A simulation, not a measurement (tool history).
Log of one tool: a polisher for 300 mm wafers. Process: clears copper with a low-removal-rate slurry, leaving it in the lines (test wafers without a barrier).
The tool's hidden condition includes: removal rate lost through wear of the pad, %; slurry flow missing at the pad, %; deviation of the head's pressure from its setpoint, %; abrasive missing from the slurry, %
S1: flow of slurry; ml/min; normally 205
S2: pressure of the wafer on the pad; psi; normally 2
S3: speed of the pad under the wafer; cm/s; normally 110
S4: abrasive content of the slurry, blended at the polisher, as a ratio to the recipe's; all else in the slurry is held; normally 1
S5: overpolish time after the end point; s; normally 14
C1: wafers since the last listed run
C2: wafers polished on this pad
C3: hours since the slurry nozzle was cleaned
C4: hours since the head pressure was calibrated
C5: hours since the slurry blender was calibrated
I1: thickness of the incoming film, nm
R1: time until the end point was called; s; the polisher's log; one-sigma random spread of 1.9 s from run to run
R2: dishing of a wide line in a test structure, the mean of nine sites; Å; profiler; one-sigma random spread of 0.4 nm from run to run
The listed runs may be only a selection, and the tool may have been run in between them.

run 1 day=0 | S1=205 S2=2 S3=110 S4=1 S5=14 | C1=0 C2=1557 C3=83.6 C4=921.4 C5=200.1 | I1=328.2 | R1=133.9 R2=232
run 2 day=2.304 | S1=205 S2=2 S3=110 S4=1 S5=14 | C1=435 C2=1993 C3=138.9 C4=976.7 C5=255.4 | I1=332.7 | R1=133.9 R2=230
run 3 day=3.762 | S1=205 S2=2 S3=110 S4=1 S5=14 | C1=275 C2=2268 C3=173.9 C4=1011.7 C5=290.4 | I1=322.9 | R1=132 R2=233
-- day=5.817 slurry blender recalibrated
run 4 day=6.571 | S1=205 S2=2 S3=110 S4=1 S5=14 | C1=515 C2=2784 C3=241.3 C4=1079.1 C5=18.1 | I1=320.2 | R1=128.1 R2=227
-- day=7.204 worn pad replaced by a new one
run 5 day=9.475 | S1=205 S2=2 S3=110 S4=1 S5=14 | C1=517 C2=430 C3=311 C4=1148.8 C5=87.8 | I1=326.7 | R1=139.7 R2=227
run 6 day=12.429 | S1=205 S2=2 S3=110 S4=1 S5=14 | C1=558 C2=988 C3=381.9 C4=1219.7 C5=158.7 | I1=322.6 | R1=137.5 R2=226
run 7 day=14.625 | S1=205 S2=2 S3=110 S4=1 S5=14 | C1=415 C2=1404 C3=434.6 C4=1272.4 C5=211.4 | I1=322.6 | R1=137.7 R2=227
-- day=16.221 slurry nozzle cleaned
run 8 day=17.221 | S1=205 S2=2 S3=110 S4=1 S5=14 | C1=483 C2=1887 C3=24 C4=1334.7 C5=273.7 | I1=320.5 | R1=145.8 R2=215
run 9 day=19.125 | S1=205 S2=2 S3=82 S4=1.2 S5=14 | C1=360 C2=2247 C3=69.7 C4=1380.4 C5=319.4 | I1=322.2 | R1=187.5 R2=170
-- day=19.538 head pressure recalibrated
run 10 day=20.508 | S1=205 S2=2 S3=82 S4=1.2 S5=14 | C1=245 C2=2493 C3=102.9 C4=23.3 C5=352.6 | I1=327.4 | R1=184.8 R2=163
-- day=21.512 worn pad replaced by a new one
run 11 day=21.892 | S1=205 S2=2 S3=110 S4=1 S5=14 | C1=230 C2=71 C3=136.1 C4=56.5 C5=385.8 | I1=325.3 | R1=148.1 R2=214
-- day=22.812 slurry blender recalibrated
run 12 day=23.392 | S1=205 S2=2 S3=98 S4=0.9 S5=14 | C1=268 C2=339 C3=172.1 C4=92.5 C5=13.9 | I1=326.2 | R1=166.9 R2=186
run 13 day=24.408 | S1=205 S2=2 S3=110 S4=1 S5=14 | C1=192 C2=531 C3=196.5 C4=116.9 C5=38.3 | I1=331.7 | R1=150.6 R2=211
-- day=26.417 slurry nozzle cleaned, repeated, since the last time left the tool worse
run 14 day=26.475 | S1=205 S2=2 S3=110 S4=1 S5=14 | C1=383 C2=915 C3=1.4 C4=166.5 C5=87.9 | I1=326.9 | R1=135 R2=233
run 15 day=28.975 | S1=205 S2=2 S3=94 S4=1 S5=14 | C1=473 C2=1388 C3=61.4 C4=226.5 C5=147.9 | I1=329.1 | R1=152.9 R2=203
run 16 day=34.196 | S1=170 S2=2.4 S3=110 S4=1 S5=14 | C1=987 C2=2375 C3=186.7 C4=351.8 C5=273.2 | I1=324.8 | R1=116.4 R2=265
-- day=35.792 worn pad replaced by a new one
run 17 day=37.025 | S1=205 S2=2.6 S3=110 S4=0.75 S5=14 | C1=503 C2=233 C3=254.6 C4=419.7 C5=341.1 | I1=323.6 | R1=110.4 R2=267
-- day=39.575 slurry blender recalibrated
run 18 day=39.779 | S1=205 S2=2.2 S3=110 S4=1.1 S5=14 | C1=505 C2=739 C3=320.7 C4=485.8 C5=4.9 | I1=326.2 | R1=123.5 R2=244
run 19 day=41.621 | S1=205 S2=2.5 S3=128 S4=1 S5=19 | C1=348 C2=1087 C3=364.9 C4=530 C5=49.1 | I1=326.6 | R1=97.5 R2=378
run 20 day=43.321 | S1=270 S2=2 S3=110 S4=1.15 S5=14 | C1=321 C2=1409 C3=405.7 C4=570.8 C5=89.9 | I1=326.2 | R1=129.9 R2=232
-- day=43.862 slurry nozzle cleaned
run 21 day=44.946 | S1=145 S2=2.2 S3=110 S4=1 S5=14 | C1=299 C2=1708 C3=26 C4=609.8 C5=128.9 | I1=323.9 | R1=128.4 R2=237
run 22 day=47.029 | S1=270 S2=2 S3=110 S4=0.75 S5=9 | C1=394 C2=2102 C3=76 C4=659.8 C5=178.9 | I1=325.7 | R1=134.2 R2=151
run 23 day=49.612 | S1=205 S2=2 S3=110 S4=1 S5=14 | C1=488 C2=2591 C3=138 C4=721.8 C5=240.9 | I1=326.8 | R1=132.6 R2=228
-- day=50.154 worn pad replaced by a new one
run 24 day=52.175 | S1=205 S2=2.4 S3=110 S4=1 S5=14 | C1=453 C2=382 C3=199.5 C4=783.3 C5=302.4 | I1=325.3 | R1=112 R2=258
-- day=53.842 slurry blender recalibrated
run 25 day=54.483 | S1=205 S2=2 S3=110 S4=1 S5=14 | C1=420 C2=803 C3=254.9 C4=838.7 C5=15.4 | I1=321.3 | R1=133.7 R2=228
run 26 day=55.608 | S1=205 S2=2.3 S3=110 S4=1 S5=14 | C1=212 C2=1016 C3=281.9 C4=865.7 C5=42.4 | I1=328.4 | R1=120.1 R2=251
run 27 day=56.8 | S1=205 S2=2.6 S3=110 S4=0.85 S5=14 | C1=225 C2=1241 C3=310.5 C4=894.3 C5=71 | I1=331.7 | R1=111.4 R2=272

Forecast each of these 5 alternatives for the next run:
run A day=56.821 | S1=205 S2=2 S3=110 S4=1 S5=14 | C1=3 C2=1245 C3=311 C4=894.8 C5=71.5 | I1=330.1 | R1=? R2=?
run B day=56.821 | S1=275 S2=2.2 S3=110 S4=1 S5=14 | C1=3 C2=1245 C3=311 C4=894.8 C5=71.5 | I1=330.1 | R1=? R2=?
run C day=56.821 | S1=185 S2=1.6 S3=110 S4=1 S5=14 | C1=3 C2=1245 C3=311 C4=894.8 C5=71.5 | I1=330.1 | R1=? R2=?
run D day=56.821 | S1=205 S2=1.4 S3=110 S4=1 S5=14 | C1=3 C2=1245 C3=311 C4=894.8 C5=71.5 | I1=330.1 | R1=? R2=?
run E day=56.821 | S1=205 S2=2 S3=146 S4=1 S5=14 | C1=3 C2=1245 C3=311 C4=894.8 C5=71.5 | I1=330.1 | R1=? R2=?

run=A R1=139.1 R2=232
run=B R1=124.5 R2=256
run=C R1=167.7 R2=196
run=D R1=182.4 R2=181
run=E R1=104.8 R2=293
With no hidden state in the tool, these same runs would have given:
run=A R1=136.7 R2=235
run=B R1=122.8 R2=259
run=C R1=164.5 R2=199
run=D R1=179.2 R2=184
run=E R1=103 R2=297
